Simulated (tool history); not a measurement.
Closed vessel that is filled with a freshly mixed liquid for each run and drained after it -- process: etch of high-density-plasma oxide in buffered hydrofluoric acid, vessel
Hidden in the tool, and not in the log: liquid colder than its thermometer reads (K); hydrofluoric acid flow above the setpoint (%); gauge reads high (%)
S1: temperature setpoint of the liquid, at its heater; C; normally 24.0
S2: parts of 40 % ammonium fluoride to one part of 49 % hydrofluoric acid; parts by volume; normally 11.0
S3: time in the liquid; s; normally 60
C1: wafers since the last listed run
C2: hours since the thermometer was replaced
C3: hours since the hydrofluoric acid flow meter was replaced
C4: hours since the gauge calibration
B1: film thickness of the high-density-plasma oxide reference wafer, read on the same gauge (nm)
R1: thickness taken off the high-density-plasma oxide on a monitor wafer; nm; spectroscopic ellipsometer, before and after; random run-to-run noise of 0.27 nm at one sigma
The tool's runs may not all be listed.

{"run": 1, "hour": 0.0, "S1": 24.0, "S2": 11.0, "S3": 60, "C1": 0, "C2": 556.6, "C3": 963.4, "C4": 326.7, "B1": 139.99, "R1": 64.01}
{"hour": 70.7, "done": "thermometer replaced"}
{"run": 2, "hour": 107.9, "S1": 24.0, "S2": 11.0, "S3": 60, "C1": 9793, "C2": 37.2, "C3": 1071.3, "C4": 434.6, "B1": 139.98, "R1": 66.0}
{"run": 3, "hour": 195.1, "S1": 24.0, "S2": 11.0, "S3": 60, "C1": 7988, "C2": 124.4, "C3": 1158.5, "C4": 521.8, "B1": 140.0, "R1": 66.03}
{"run": 4, "hour": 264.4, "S1": 24.0, "S2": 11.0, "S3": 60, "C1": 6348, "C2": 193.7, "C3": 1227.8, "C4": 591.1, "B1": 140.01, "R1": 65.63}
{"run": 5, "hour": 329.9, "S1": 24.0, "S2": 11.0, "S3": 60, "C1": 6000, "C2": 259.2, "C3": 1293.3, "C4": 656.6, "B1": 140.01, "R1": 65.14}
{"run": 6, "hour": 403.3, "S1": 24.0, "S2": 11.0, "S3": 60, "C1": 6724, "C2": 332.6, "C3": 1366.7, "C4": 730.0, "B1": 140.0, "R1": 64.67}
{"run": 7, "hour": 441.7, "S1": 24.0, "S2": 11.0, "S3": 85, "C1": 3517, "C2": 371.0, "C3": 1405.1, "C4": 768.4, "B1": 139.98, "R1": 91.16}
{"hour": 518.7, "done": "gauge calibrated"}
{"run": 8, "hour": 532.4, "S1": 24.0, "S2": 11.0, "S3": 85, "C1": 8308, "C2": 461.7, "C3": 1495.8, "C4": 13.7, "B1": 140.02, "R1": 90.56}
{"run": 9, "hour": 570.7, "S1": 24.0, "S2": 11.0, "S3": 85, "C1": 3508, "C2": 500.0, "C3": 1534.1, "C4": 52.0, "B1": 140.0, "R1": 90.6}
{"hour": 582.3, "done": "thermometer replaced"}
{"run": 10, "hour": 665.7, "S1": 24.0, "S2": 11.0, "S3": 50, "C1": 8611, "C2": 83.4, "C3": 1629.1, "C4": 147.0, "B1": 140.02, "R1": 55.93}
{"run": 11, "hour": 772.2, "S1": 27.5, "S2": 11.0, "S3": 30, "C1": 9756, "C2": 189.9, "C3": 1735.6, "C4": 253.5, "B1": 140.02, "R1": 39.49}
{"run": 12, "hour": 814.7, "S1": 24.0, "S2": 11.0, "S3": 60, "C1": 3893, "C2": 232.4, "C3": 1778.1, "C4": 296.0, "B1": 139.99, "R1": 65.54}
{"hour": 828.0, "done": "hydrofluoric acid flow meter replaced"}
{"run": 13, "hour": 901.8, "S1": 24.0, "S2": 11.0, "S3": 85, "C1": 7887, "C2": 319.5, "C3": 73.8, "C4": 383.1, "B1": 140.0, "R1": 93.21}
{"run": 14, "hour": 960.3, "S1": 27.5, "S2": 8.0, "S3": 40, "C1": 5359, "C2": 378.0, "C3": 132.3, "C4": 441.6, "B1": 140.02, "R1": 69.56}
{"run": 15, "hour": 1045.1, "S1": 21.0, "S2": 11.0, "S3": 40, "C1": 7768, "C2": 462.8, "C3": 217.1, "C4": 526.4, "B1": 140.0, "R1": 36.68}
{"run": 16, "hour": 1112.3, "S1": 24.0, "S2": 11.0, "S3": 60, "C1": 6156, "C2": 530.0, "C3": 284.3, "C4": 593.6, "B1": 140.01, "R1": 64.09}
{"hour": 1156.2, "done": "thermometer replaced"}
{"run": 17, "hour": 1167.4, "S1": 26.5, "S2": 7.5, "S3": 95, "C1": 4956, "C2": 11.2, "C3": 339.4, "C4": 648.7, "B1": 140.0, "R1": 172.38}
{"run": 18, "hour": 1236.3, "S1": 26.0, "S2": 11.0, "S3": 80, "C1": 6311, "C2": 80.1, "C3": 408.3, "C4": 717.6, "B1": 140.02, "R1": 97.46}

Selected run-to-run steps in R1, each split into two signed amounts: the part the tool would show with no hidden state at all (from settings, incoming material and random variation), and the remainder, which goes to the hidden state together with any gauge scatter not common to the measured and the hidden-state-free results:
Run 9 -> 10: S3 85 -> 50, thermometer replaced. R1 -34.67 nm: hidden state +3.94, all else -38.61.
Run 16 -> 17: S1 24.0 -> 26.5, S2 11.0 -> 7.5, S3 60 -> 95, thermometer replaced. R1 +108.29 nm: hidden state +2.03, all else +106.26.
